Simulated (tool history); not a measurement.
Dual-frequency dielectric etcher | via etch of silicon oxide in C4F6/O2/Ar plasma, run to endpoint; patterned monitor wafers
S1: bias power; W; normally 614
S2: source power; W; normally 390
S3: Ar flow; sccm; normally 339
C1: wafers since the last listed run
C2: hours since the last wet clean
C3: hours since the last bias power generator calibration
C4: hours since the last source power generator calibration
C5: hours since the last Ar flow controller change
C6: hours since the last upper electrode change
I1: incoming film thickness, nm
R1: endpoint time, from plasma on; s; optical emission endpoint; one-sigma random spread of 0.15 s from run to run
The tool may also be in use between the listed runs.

run      day   S1   S2   S3    C1     C2      C3      C4      C5      C6     I1    R1
  1    0.000  614  390  339     0  453.2  2635.9  2807.1  3933.7  3301.8  177.3  36.0
       5.533  -- wet clean of the chamber
  2    6.538  523  340  339  2178   24.1  2792.8  2964.0  4090.6  3458.7  177.4  42.4
  3    9.350  523  340  339  1106   91.6  2860.3  3031.5  4158.1  3526.2  176.3  41.8
  4   11.038  614  340  339   663  132.1  2900.8  3072.0  4198.6  3566.7  176.6  39.9
  5   15.375  614  340  339  1706  236.2  3004.9  3176.1  4302.7  3670.8  178.1  40.1
  6   19.854  614  340  339  1762  343.7  3112.4  3283.6  4410.2  3778.3  174.5  38.6
      22.350  -- upper electrode replaced
  7   24.075  614  390  339  1267  445.0  3213.7  3384.9  4511.5    41.4  177.3  35.9
  8   28.367  614  390  339  1688  548.0  3316.7  3487.9  4614.5   144.4  175.8  35.2
      28.621  -- source power generator calibrated
      31.358  -- wet clean of the chamber
  9   36.146  614  390  339  2601  114.9  3503.4   180.6  4801.2   331.1  177.1  36.8
 10   39.538  614  390  339  1334  196.3  3584.8   262.0  4882.6   412.5  177.0  36.3
 11   42.758  614  390  339  1267  273.6  3662.1   339.3  4959.9   489.8  176.7  36.4
      44.696  -- Ar flow controller replaced
 12   46.225  614  390  339  1265  356.8  3745.3   422.5    36.7   573.0  175.7  35.5
 13   50.100  614  310  383  1524  449.8  3838.3   515.5   129.7   666.0  177.7  42.0
 14   53.846  614  390  339  1473  539.7  3928.2   605.4   219.6   755.9  176.4  35.1
      55.258  -- wet clean of the chamber
 15   55.408  542  460  380   221    3.6  3965.7   642.9   257.1   793.4  177.2  35.1
      56.417  -- bias power generator calibrated
 16   59.075  614  390  339  1377   91.6    63.8   730.9   345.1   881.4  176.3  36.5
 17   60.588  614  350  419   595  127.9   100.1   767.2   381.4   917.7  176.4  39.7
 18   63.262  614  390  339  1052  192.1   164.3   831.4   445.6   981.9  176.2  36.2
 19   66.579  491  340  408  1305  271.7   243.9   911.0   525.2  1061.5  175.4  41.9
 20   70.583  471  340  339  1575  367.8   340.0  1007.1   621.3  1157.6  177.8  42.0
 21   73.446  543  390  339  1126  436.5   408.7  1075.8   690.0  1226.3  176.8  36.8
      77.425  -- wet clean of the chamber
 22   77.446  673  360  370  1180    0.5   504.7  1171.8   786.0  1322.3  178.6  38.3
 23   80.200  465  390  370  1083   66.6   570.8  1237.9   852.1  1388.4  176.7  39.3
 24   82.425  614  310  392   875  120.0   624.2  1291.3   905.5  1441.8  177.5  43.0
 25   84.450  653  390  339   796  168.6   672.8  1339.9   954.1  1490.4  176.1  35.4
 26   87.333  547  460  302  1134  237.8   742.0  1409.1  1023.3  1559.6  177.3  33.5
 27   90.904  614  390  339  1405  323.5   827.7  1494.8  1109.0  1645.3  177.5  35.7
      97.417  -- wet clean of the chamber
 28  101.238  688  340  339  3672   91.7  1075.7  1742.8  1357.0  1893.3  178.2  38.9

Here are 5 independent what-if runs from the current tool condition. What would each one return?
  A  101.254  614  390  315   6  92.1  1076.1  1743.2  1357.4  1893.7  177.6   ?
  B  101.254  547  470  307   6  92.1  1076.1  1743.2  1357.4  1893.7  177.6   ?
  C  101.254  464  310  419   6  92.1  1076.1  1743.2  1357.4  1893.7  177.6   ?
  D  101.254  489  340  303   6  92.1  1076.1  1743.2  1357.4  1893.7  177.6   ?
  E  101.254  764  470  316   6  92.1  1076.1  1743.2  1357.4  1893.7  177.6   ?

run    R1
  A  36.8
  B  34.0
  C  47.4
  D  42.2
  E  31.2
What these runs would have given with no unlogged condition in the tool:
run    R1
  A  36.6
  B  33.8
  C  47.1
  D  42.0
  E  31.0

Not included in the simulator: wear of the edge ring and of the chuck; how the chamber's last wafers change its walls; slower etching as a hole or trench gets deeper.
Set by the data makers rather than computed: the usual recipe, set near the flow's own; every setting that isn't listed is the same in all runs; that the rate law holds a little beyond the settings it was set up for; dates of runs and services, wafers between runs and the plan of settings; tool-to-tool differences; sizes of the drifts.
